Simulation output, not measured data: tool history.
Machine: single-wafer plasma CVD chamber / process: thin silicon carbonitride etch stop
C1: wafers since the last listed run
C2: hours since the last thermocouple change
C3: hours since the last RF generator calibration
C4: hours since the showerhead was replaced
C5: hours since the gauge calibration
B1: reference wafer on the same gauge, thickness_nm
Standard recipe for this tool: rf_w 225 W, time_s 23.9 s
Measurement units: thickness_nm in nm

{"run": 1, "hour": 0.0, "rf_w": 240, "time_s": 23.9, "C1": 0, "C2": 2444.0, "C3": 1909.2, "C4": 6158.1, "C5": 400.2, "B1": 13.846, "thickness_nm": 14.71}
{"run": 2, "hour": 15.8, "rf_w": 225, "time_s": 23.9, "C1": 526, "C2": 2459.8, "C3": 1925.0, "C4": 6173.9, "C5": 416.0, "B1": 13.871, "thickness_nm": 14.397}
{"run": 3, "hour": 46.2, "rf_w": 225, "time_s": 23.9, "C1": 1012, "C2": 2490.2, "C3": 1955.4, "C4": 6204.3, "C5": 446.4, "B1": 13.871, "thickness_nm": 14.4}
{"run": 4, "hour": 74.6, "rf_w": 225, "time_s": 23.9, "C1": 945, "C2": 2518.6, "C3": 1983.8, "C4": 6232.7, "C5": 474.8, "B1": 13.901, "thickness_nm": 14.435}
{"run": 5, "hour": 91.5, "rf_w": 225, "time_s": 23.9, "C1": 562, "C2": 2535.5, "C3": 2000.7, "C4": 6249.6, "C5": 491.7, "B1": 13.892, "thickness_nm": 14.602}
{"run": 6, "hour": 118.7, "rf_w": 225, "time_s": 23.9, "C1": 905, "C2": 2562.7, "C3": 2027.9, "C4": 6276.8, "C5": 518.9, "B1": 13.906, "thickness_nm": 14.457}
{"run": 7, "hour": 150.9, "rf_w": 195, "time_s": 23.9, "C1": 1072, "C2": 2594.9, "C3": 2060.1, "C4": 6309.0, "C5": 551.1, "B1": 13.932, "thickness_nm": 14.003}
{"run": 8, "hour": 174.7, "rf_w": 195, "time_s": 23.9, "C1": 792, "C2": 2618.7, "C3": 2083.9, "C4": 6332.8, "C5": 574.9, "B1": 13.958, "thickness_nm": 14.076}
{"run": 9, "hour": 202.1, "rf_w": 225, "time_s": 23.9, "C1": 912, "C2": 2646.1, "C3": 2111.3, "C4": 6360.2, "C5": 602.3, "B1": 13.947, "thickness_nm": 14.529}
{"run": 10, "hour": 217.3, "rf_w": 225, "time_s": 23.9, "C1": 506, "C2": 2661.3, "C3": 2126.5, "C4": 6375.4, "C5": 617.5, "B1": 13.956, "thickness_nm": 14.624}
{"run": 11, "hour": 252.5, "rf_w": 225, "time_s": 23.9, "C1": 1171, "C2": 2696.5, "C3": 2161.7, "C4": 6410.6, "C5": 652.7, "B1": 13.993, "thickness_nm": 14.539}
{"run": 12, "hour": 277.8, "rf_w": 195, "time_s": 26.9, "C1": 842, "C2": 2721.8, "C3": 2187.0, "C4": 6435.9, "C5": 678.0, "B1": 14.004, "thickness_nm": 15.828}
{"run": 13, "hour": 295.8, "rf_w": 210, "time_s": 20.7, "C1": 599, "C2": 2739.8, "C3": 2205.0, "C4": 6453.9, "C5": 696.0, "B1": 14.011, "thickness_nm": 12.331}
{"run": 14, "hour": 315.2, "rf_w": 255, "time_s": 27.6, "C1": 645, "C2": 2759.2, "C3": 2224.4, "C4": 6473.3, "C5": 715.4, "B1": 14.025, "thickness_nm": 17.415}
{"run": 15, "hour": 337.4, "rf_w": 225, "time_s": 23.9, "C1": 739, "C2": 2781.4, "C3": 2246.6, "C4": 6495.5, "C5": 737.6, "B1": 14.043, "thickness_nm": 14.517}
{"run": 16, "hour": 352.8, "rf_w": 225, "time_s": 23.9, "C1": 512, "C2": 2796.8, "C3": 2262.0, "C4": 6510.9, "C5": 753.0, "B1": 14.044, "thickness_nm": 14.557}
{"hour": 368.6, "done": "RF generator calibrated"}
{"hour": 374.9, "done": "thermocouple changed; heater temperature recalibrated"}
{"run": 17, "hour": 375.4, "rf_w": 185, "time_s": 26.1, "C1": 275, "C2": 0.5, "C3": 6.8, "C4": 6533.5, "C5": 775.6, "B1": 14.064, "thickness_nm": 15.21}
{"run": 18, "hour": 393.8, "rf_w": 190, "time_s": 25.2, "C1": 612, "C2": 18.9, "C3": 25.2, "C4": 6551.9, "C5": 794.0, "B1": 14.069, "thickness_nm": 14.779}
{"run": 19, "hour": 407.8, "rf_w": 210, "time_s": 26.8, "C1": 466, "C2": 32.9, "C3": 39.2, "C4": 6565.9, "C5": 808.0, "B1": 14.066, "thickness_nm": 16.203}
{"run": 20, "hour": 426.2, "rf_w": 260, "time_s": 20.2, "C1": 612, "C2": 51.3, "C3": 57.6, "C4": 6584.3, "C5": 826.4, "B1": 14.076, "thickness_nm": 12.832}
{"run": 21, "hour": 453.3, "rf_w": 245, "time_s": 21.7, "C1": 902, "C2": 78.4, "C3": 84.7, "C4": 6611.4, "C5": 853.5, "B1": 14.102, "thickness_nm": 13.581}
{"hour": 470.9, "done": "showerhead replaced"}
{"run": 22, "hour": 475.1, "rf_w": 225, "time_s": 19.8, "C1": 459, "C2": 100.2, "C3": 106.5, "C4": 4.2, "C5": 875.3, "B1": 14.104, "thickness_nm": 12.285}
{"run": 23, "hour": 493.9, "rf_w": 225, "time_s": 23.9, "C1": 625, "C2": 119.0, "C3": 125.3, "C4": 23.0, "C5": 894.1, "B1": 14.12, "thickness_nm": 14.702}
{"run": 24, "hour": 532.7, "rf_w": 250, "time_s": 20.9, "C1": 1291, "C2": 157.8, "C3": 164.1, "C4": 61.8, "C5": 932.9, "B1": 14.155, "thickness_nm": 13.253}
{"run": 25, "hour": 554.3, "rf_w": 205, "time_s": 28.4, "C1": 719, "C2": 179.4, "C3": 185.7, "C4": 83.4, "C5": 954.5, "B1": 14.159, "thickness_nm": 17.201}
{"run": 26, "hour": 573.0, "rf_w": 245, "time_s": 20.1, "C1": 622, "C2": 198.1, "C3": 204.4, "C4": 102.1, "C5": 973.2, "B1": 14.167, "thickness_nm": 12.638}
{"hour": 587.9, "done": "gauge calibrated"}
{"run": 27, "hour": 608.9, "rf_w": 225, "time_s": 23.9, "C1": 1195, "C2": 234.0, "C3": 240.3, "C4": 138.0, "C5": 21.0, "B1": 13.739, "thickness_nm": 14.331}
{"run": 28, "hour": 641.7, "rf_w": 255, "time_s": 21.4, "C1": 1092, "C2": 266.8, "C3": 273.1, "C4": 170.8, "C5": 53.8, "B1": 13.747, "thickness_nm": 13.124}
{"run": 29, "hour": 677.7, "rf_w": 225, "time_s": 22.4, "C1": 1198, "C2": 302.8, "C3": 309.1, "C4": 206.8, "C5": 89.8, "B1": 13.767, "thickness_nm": 13.463}
{"run": 30, "hour": 702.0, "rf_w": 225, "time_s": 23.9, "C1": 809, "C2": 327.1, "C3": 333.4, "C4": 231.1, "C5": 114.1, "B1": 13.784, "thickness_nm": 14.4}
{"run": 31, "hour": 733.0, "rf_w": 185, "time_s": 22.5, "C1": 1032, "C2": 358.1, "C3": 364.4, "C4": 262.1, "C5": 145.1, "B1": 13.8, "thickness_nm": 12.995}
{"run": 32, "hour": 748.1, "rf_w": 225, "time_s": 19.3, "C1": 502, "C2": 373.2, "C3": 379.5, "C4": 277.2, "C5": 160.2, "B1": 13.833, "thickness_nm": 11.553}
{"run": 33, "hour": 760.8, "rf_w": 240, "time_s": 27.2, "C1": 422, "C2": 385.9, "C3": 392.2, "C4": 289.9, "C5": 172.9, "B1": 13.827, "thickness_nm": 16.479}
{"run": 34, "hour": 780.7, "rf_w": 225, "time_s": 23.9, "C1": 662, "C2": 405.8, "C3": 412.1, "C4": 309.8, "C5": 192.8, "B1": 13.829, "thickness_nm": 14.272}
{"run": 35, "hour": 808.6, "rf_w": 225, "time_s": 23.9, "C1": 928, "C2": 433.7, "C3": 440.0, "C4": 337.7, "C5": 220.7, "B1": 13.855, "thickness_nm": 14.425}

Below are 4 alternative next runs, each starting from the tool's condition after run 35. Predict each:
{"run": "A", "hour": 809.0, "rf_w": 190, "time_s": 23.9, "C1": 13, "C2": 434.1, "C3": 440.4, "C4": 338.1, "C5": 221.1, "B1": "?", "thickness_nm": "?"}
{"run": "B", "hour": 809.0, "rf_w": 225, "time_s": 25.9, "C1": 13, "C2": 434.1, "C3": 440.4, "C4": 338.1, "C5": 221.1, "B1": "?", "thickness_nm": "?"}
{"run": "C", "hour": 809.0, "rf_w": 250, "time_s": 26.0, "C1": 13, "C2": 434.1, "C3": 440.4, "C4": 338.1, "C5": 221.1, "B1": "?", "thickness_nm": "?"}
{"run": "D", "hour": 809.0, "rf_w": 250, "time_s": 22.0, "C1": 13, "C2": 434.1, "C3": 440.4, "C4": 338.1, "C5": 221.1, "B1": "?", "thickness_nm": "?"}

run=A B1=13.852 thickness_nm=13.773
run=B B1=13.852 thickness_nm=15.518
run=C B1=13.852 thickness_nm=15.973
run=D B1=13.852 thickness_nm=13.515
With no hidden state in the tool, these same runs would have given:
run=A thickness_nm=13.630
run=B thickness_nm=15.357
run=C thickness_nm=15.807
run=D thickness_nm=13.375
